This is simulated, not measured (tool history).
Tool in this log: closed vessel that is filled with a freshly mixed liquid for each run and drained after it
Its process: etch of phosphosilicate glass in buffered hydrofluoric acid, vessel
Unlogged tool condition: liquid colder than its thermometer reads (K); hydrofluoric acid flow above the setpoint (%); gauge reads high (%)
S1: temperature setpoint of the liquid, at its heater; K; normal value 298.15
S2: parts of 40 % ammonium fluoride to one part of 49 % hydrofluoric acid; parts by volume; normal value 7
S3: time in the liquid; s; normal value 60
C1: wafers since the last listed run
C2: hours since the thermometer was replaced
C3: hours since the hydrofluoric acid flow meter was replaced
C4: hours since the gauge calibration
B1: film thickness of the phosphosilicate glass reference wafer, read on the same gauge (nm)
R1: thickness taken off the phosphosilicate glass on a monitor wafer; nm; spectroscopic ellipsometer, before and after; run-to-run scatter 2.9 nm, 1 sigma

run	hour	S1	S2	S3	C1	C2	C3	C4	B1	R1
1	0	300.65	9	60	0	108	1240.5	919.6	110.02	381.51
2	70.6	298.15	7	45	6942	178.6	1311.1	990.2	110.03	324.04
3	123.3	298.15	7	45	5182	231.3	1363.8	1042.9	110	321.21
4	176.7	298.15	7	60	5250	284.7	1417.2	1096.3	110.01	424.37
5	219.7	298.15	7	60	4228	327.7	1460.2	1139.3	110.01	424.35
6	281.6	298.15	7	60	6086	389.6	1522.1	1201.2	109.99	421.83
7	336.2	298.15	7	60	5368	444.2	1576.7	1255.8	110.02	419.83
8	372.6	298.15	7	60	3579	480.6	1613.1	1292.2	109.96	424.34
9	567.1	298.15	7	60	19125	675.1	1807.6	1486.7	110.02	422.54
# hour 614.5: thermometer replaced
10	633	296.65	7	60	6381	18.5	1873.5	1552.6	109.98	410.97
11	674.1	298.15	7	60	4041	59.6	1914.6	1593.7	109.98	446.72
12	717.2	298.15	7	60	4238	102.7	1957.7	1636.8	109.97	445.5
13	749.1	298.15	7	60	3136	134.6	1989.6	1668.7	110.01	442.47
14	787.8	300.15	7	45	3805	173.3	2028.3	1707.4	110.02	370.54
15	822.6	298.15	7	40	3421	208.1	2063.1	1742.2	110.01	299.02
16	894	298.15	7	60	7020	279.5	2134.5	1813.6	110.01	444.89
17	925.1	294.15	9.5	40	3058	310.6	2165.6	1844.7	109.99	173
18	971.4	298.15	7	60	4552	356.9	2211.9	1891	110	441.47
19	1025.1	298.15	7	60	5280	410.6	2265.6	1944.7	110.02	440.12
# hour 1049.4: hydrofluoric acid flow meter replaced
20	1055.4	298.15	8	60	2881	440.9	6	1975	109.98	347.66
21	1111.1	295.15	7	60	5477	496.6	61.7	2030.7	109.97	341.53
22	1171.6	298.15	7	60	5949	557.1	122.2	2091.2	109.99	397.62
23	1218	298.15	7	50	4562	603.5	168.6	2137.6	109.94	331.2
# hour 1237: thermometer replaced
# hour 1245.5: gauge calibrated
24	1322	302.15	7	60	10128	85	272.6	76.5	110.01	514.39
25	1475.3	298.15	7	35	15074	238.3	425.9	229.8	110.02	237.35
26	1508.8	299.65	9.5	35	3294	271.8	459.4	263.3	110.01	189.54
27	1575.1	300.65	5	40	6519	338.1	525.7	329.6	110.01	411.09
28	1620.7	296.65	10	60	4483	383.7	571.3	375.2	110	269.15
29	1654.9	298.15	7	60	3362	417.9	605.5	409.4	109.97	413.23
30	1716.3	298.15	7	60	6037	479.3	666.9	470.8	110.02	412.11
31	1771.5	303.15	5	60	5427	534.5	722.1	526	110.03	716.67

Hidden state at the last listed run before each entry between runs and at the first one after, where it differs:
Runs 9 to 10: thermometer replaced (hour 614.5)
  liquid colder than its thermometer reads (K): 1.23 -> 0.0697; hydrofluoric acid flow above the setpoint (%): 9.37 -> 9.69
  the result without the hidden state subtracted from the measured one, R1: +4.61 -> +30.22 nm
Runs 19 to 20: hydrofluoric acid flow meter replaced (hour 1049.4)
  liquid colder than its thermometer reads (K): 0.722 -> 0.773; hydrofluoric acid flow above the setpoint (%): 11.5 -> 0.898
  the result without the hidden state subtracted from the measured one, R1: +23.88 -> -11.35 nm
Runs 23 to 24: thermometer replaced (hour 1237); gauge calibrated (hour 1245.5)
  liquid colder than its thermometer reads (K): 1.04 -> 0.281; hydrofluoric acid flow above the setpoint (%): 1.67 -> 2.16
  the result without the hidden state subtracted from the measured one, R1: -14.23 -> +1.94 nm
